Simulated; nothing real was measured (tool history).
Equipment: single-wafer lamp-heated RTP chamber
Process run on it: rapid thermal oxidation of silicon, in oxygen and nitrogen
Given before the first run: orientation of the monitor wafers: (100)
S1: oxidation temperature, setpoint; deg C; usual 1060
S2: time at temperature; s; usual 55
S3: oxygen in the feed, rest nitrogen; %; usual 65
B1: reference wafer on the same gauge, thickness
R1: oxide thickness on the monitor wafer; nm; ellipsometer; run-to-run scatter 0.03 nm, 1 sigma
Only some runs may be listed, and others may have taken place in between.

run	hour	S1	S2	S3	B1	R1
1	0.0	1060	55	65	6.696	7.998
2	14.3	1060	55	65	6.688	8.100
3	27.1	1060	55	79	6.694	8.660
4	33.4	1060	55	65	6.685	8.068
5	44.1	1060	55	65	6.691	8.082
6	53.0	1060	55	65	6.685	8.066
7	59.5	1060	55	65	6.694	8.030
8	68.0	1060	55	65	6.691	8.031
9	84.5	1060	55	65	6.690	8.099
10	100.3	1060	55	65	6.686	8.072
11	110.4	1060	55	65	6.686	8.148
# hour 120.7: gauge calibrated
12	124.4	1060	45	65	6.684	7.476
# hour 133.3: pyrometer window cleaned and pyrometer calibrated
13	133.8	1081	49	65	6.688	8.604
14	146.7	1081	49	65	6.684	8.680
15	156.4	1060	55	65	6.699	7.898
16	168.3	1060	55	65	6.684	7.962
17	178.4	1060	55	65	6.696	7.904
# hour 198.6: oxygen flow controller replaced
18	199.1	1041	55	65	6.705	6.996
19	208.8	1087	40	84	6.688	9.050
20	215.8	1071	67	38	6.683	7.680
21	225.8	1034	73	37	6.691	6.199
22	236.8	1070	46	89	6.696	8.824
23	271.5	1060	55	65	6.685	7.984
24	279.2	1060	55	65	6.693	8.015
25	294.9	1068	32	65	6.693	6.668
26	306.4	1044	55	88	6.692	8.030
# hour 310.2: gauge calibrated
27	313.0	1060	46	65	6.684	7.418
28	324.3	1069	55	55	6.682	8.047
29	339.2	1041	55	65	6.689	7.017
30	351.1	1034	55	65	6.701	6.719
31	363.7	1060	55	65	6.697	8.022
32	371.4	1087	40	84	6.696	9.148
33	385.1	1060	63	56	6.692	8.096
34	392.7	1060	55	65	6.686	8.086

Each row is a separate what-if for the run after 34, all from the same tool condition, not one after another. Results?
A	393.1	1060	55	65	?	?
B	393.1	1075	41	65	?	?
C	393.1	1060	55	56	?	?
D	393.1	1068	55	37	?	?

run	B1	R1
A	6.685	8.072
B	6.685	7.837
C	6.685	7.657
D	6.685	6.976
With the hidden condition removed and each run's random variation left untouched, the same runs would have given:
run	R1
A	7.912
B	7.685
C	7.505
D	6.841

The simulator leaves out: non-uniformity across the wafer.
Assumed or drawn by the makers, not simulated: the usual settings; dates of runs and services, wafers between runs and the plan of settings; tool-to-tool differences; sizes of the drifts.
